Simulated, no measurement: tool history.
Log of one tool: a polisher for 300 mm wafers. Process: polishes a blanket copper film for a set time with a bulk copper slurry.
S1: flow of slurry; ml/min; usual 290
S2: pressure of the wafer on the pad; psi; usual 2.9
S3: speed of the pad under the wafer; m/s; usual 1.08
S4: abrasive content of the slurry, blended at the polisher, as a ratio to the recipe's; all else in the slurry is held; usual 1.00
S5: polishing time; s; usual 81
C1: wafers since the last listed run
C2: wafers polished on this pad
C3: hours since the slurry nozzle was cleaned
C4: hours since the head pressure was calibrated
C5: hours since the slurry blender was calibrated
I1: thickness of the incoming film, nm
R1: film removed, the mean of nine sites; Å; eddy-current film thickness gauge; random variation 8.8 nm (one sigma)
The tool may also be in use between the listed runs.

run	hour	S1	S2	S3	S4	S5	C1	C2	C3	C4	C5	I1	R1
1	0.0	365	2.9	1.08	1.20	81	0	2927	561.7	556.2	76.1	2477.2	8556
# hour 33.3: slurry nozzle cleaned
2	65.3	365	2.9	1.08	1.20	81	737	3664	32.0	621.5	141.4	2443.3	8433
3	90.2	365	2.9	1.08	1.20	81	285	3950	56.9	646.4	166.3	2417.3	8438
# hour 179.6: worn pad replaced by a new one
4	215.9	290	2.9	1.08	1.15	81	1395	415	182.6	772.1	292.0	2485.6	8220
5	249.7	290	2.9	1.08	1.00	81	387	803	216.4	805.9	325.8	2398.1	7832
6	303.0	290	2.9	1.08	1.00	81	611	1414	269.7	859.2	379.1	2430.0	7837
7	341.3	230	2.9	1.08	1.00	81	439	1853	308.0	897.5	417.4	2426.4	7645
# hour 358.1: slurry blender recalibrated
8	384.2	230	2.9	1.08	1.00	81	469	2322	350.9	940.4	26.1	2434.5	8036
9	435.0	240	2.9	1.08	1.00	91	582	2905	401.7	991.2	76.9	2469.5	9024
10	493.4	240	2.9	1.08	1.00	91	669	3575	460.1	1049.6	135.3	2430.1	8947
11	563.3	290	2.9	1.08	1.00	81	801	4376	530.0	1119.5	205.2	2397.2	7933
# hour 597.8: worn pad replaced by a new one
# hour 627.8: slurry nozzle cleaned
12	628.9	390	2.9	1.42	0.75	101	694	345	1.1	1185.1	270.8	2443.4	12701
13	698.5	290	2.9	1.08	0.80	81	798	1143	70.7	1254.7	340.4	2445.6	7454
14	757.2	370	2.9	1.08	0.85	81	673	1816	129.4	1313.4	399.1	2471.8	7761
15	788.7	290	3.6	1.08	1.00	81	361	2177	160.9	1344.9	430.6	2457.3	9601
# hour 831.1: slurry blender recalibrated
# hour 834.7: head pressure recalibrated
16	855.2	260	2.9	0.98	1.00	81	716	2894	227.4	20.5	24.1	2416.6	7362
17	913.9	290	3.2	1.08	1.10	73	673	3567	286.1	79.2	82.8	2427.7	8061
# hour 1004.8: worn pad replaced by a new one, of another model than before
18	1010.0	390	2.9	1.42	0.75	101	1056	59	382.2	175.3	178.9	2453.4	11205
19	1057.2	220	2.9	0.84	1.00	62	541	600	429.4	222.5	226.1	2438.1	5423
20	1126.0	290	2.9	1.08	1.00	81	789	1389	498.2	291.3	294.9	2467.5	7968
# hour 1150.9: slurry nozzle cleaned
21	1153.2	375	3.2	1.08	1.00	81	300	1690	2.3	318.5	322.1	2444.0	8611

Forecast run 22:
22	1188.4	365	2.6	1.08	1.15	81	403	2093	37.5	353.7	357.3	2453.6	?

{"run 22": {"R1": 7646}}
Without the tool's hidden state the same run would have given R1 8072 Å.

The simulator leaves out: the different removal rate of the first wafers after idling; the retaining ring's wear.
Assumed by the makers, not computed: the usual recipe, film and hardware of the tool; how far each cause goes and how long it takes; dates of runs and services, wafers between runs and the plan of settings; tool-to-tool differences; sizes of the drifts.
